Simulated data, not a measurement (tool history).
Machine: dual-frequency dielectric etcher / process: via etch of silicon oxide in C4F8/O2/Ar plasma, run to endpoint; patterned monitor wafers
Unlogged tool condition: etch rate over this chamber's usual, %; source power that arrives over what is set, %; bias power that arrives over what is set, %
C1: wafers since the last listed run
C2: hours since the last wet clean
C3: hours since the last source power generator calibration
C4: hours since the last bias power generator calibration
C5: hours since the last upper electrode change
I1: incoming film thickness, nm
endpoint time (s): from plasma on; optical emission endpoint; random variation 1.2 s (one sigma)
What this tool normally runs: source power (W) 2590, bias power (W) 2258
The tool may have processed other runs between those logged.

Run 1, day 0: usual settings but source power (W) 2780; C1 0; C2 203.3; C3 3904.4; C4 2293.5; C5 3222.8; I1 996.2. Result: endpoint time (s) 166.8.
Run 2, day 2.358: usual settings but source power (W) 2780; C1 278; C2 259.9; C3 3961; C4 2350.1; C5 3279.4; I1 999. Result: endpoint time (s) 166.9.
Run 3, day 5.321: usual settings; C1 349; C2 331; C3 4032.1; C4 2421.2; C5 3350.5; I1 999.4. Result: endpoint time (s) 172.
Run 4, day 8.05: usual settings; C1 322; C2 396.5; C3 4097.6; C4 2486.7; C5 3416; I1 1004.5. Result: endpoint time (s) 175.
Run 5, day 9.95: usual settings; C1 224; C2 442.1; C3 4143.2; C4 2532.3; C5 3461.6; I1 997.5. Result: endpoint time (s) 172.2.
At day 14.458: wet clean of the chamber.
Run 6, day 14.479: usual settings but bias power (W) 1875; C1 416; C2 0.5; C3 4251.9; C4 2641; C5 3570.3; I1 1009.4. Result: endpoint time (s) 169.6.
Run 7, day 16.483: usual settings but bias power (W) 1875; C1 236; C2 48.6; C3 4300; C4 2689.1; C5 3618.4; I1 1011.6. Result: endpoint time (s) 172.2.
Run 8, day 20.229: usual settings but bias power (W) 2464; C1 442; C2 138.5; C3 4389.9; C4 2779; C5 3708.3; I1 996.3. Result: endpoint time (s) 154.4.
At day 21.671: source power generator calibrated.
Run 9, day 22.846: usual settings but bias power (W) 2464; C1 289; C2 201.3; C3 28.2; C4 2841.8; C5 3771.1; I1 988.3. Result: endpoint time (s) 154.3.
At day 26.388: wet clean of the chamber, repeated, since the last time left the tool worse.
Run 10, day 26.767: usual settings but bias power (W) 2464; C1 345; C2 9.1; C3 122.3; C4 2935.9; C5 3865.2; I1 1000.7. Result: endpoint time (s) 163.4.
Run 11, day 29.046: usual settings but source power (W) 2790; C1 269; C2 63.8; C3 177; C4 2990.6; C5 3919.9; I1 1002.7. Result: endpoint time (s) 165.6.
Run 12, day 31.754: usual settings; C1 319; C2 128.8; C3 242; C4 3055.6; C5 3984.9; I1 1007.3. Result: endpoint time (s) 171.
At day 33.067: bias power generator calibrated.
Run 13, day 33.367: usual settings; C1 170; C2 167.5; C3 280.7; C4 7.2; C5 4023.6; I1 992.6. Result: endpoint time (s) 170.1.

The next listed run, before its measurement:
Run 14, day 35.283: usual settings but source power (W) 2130, bias power (W) 1696; C1 226; C2 213.5; C3 326.7; C4 53.2; C5 4069.6; I1 1005. Result: endpoint time (s) ?.

{"run 14": {"endpoint time (s)": 198.1}}
On a tool with no hidden condition, and with the same random variation, this run would have come out at endpoint time (s) 196.2.

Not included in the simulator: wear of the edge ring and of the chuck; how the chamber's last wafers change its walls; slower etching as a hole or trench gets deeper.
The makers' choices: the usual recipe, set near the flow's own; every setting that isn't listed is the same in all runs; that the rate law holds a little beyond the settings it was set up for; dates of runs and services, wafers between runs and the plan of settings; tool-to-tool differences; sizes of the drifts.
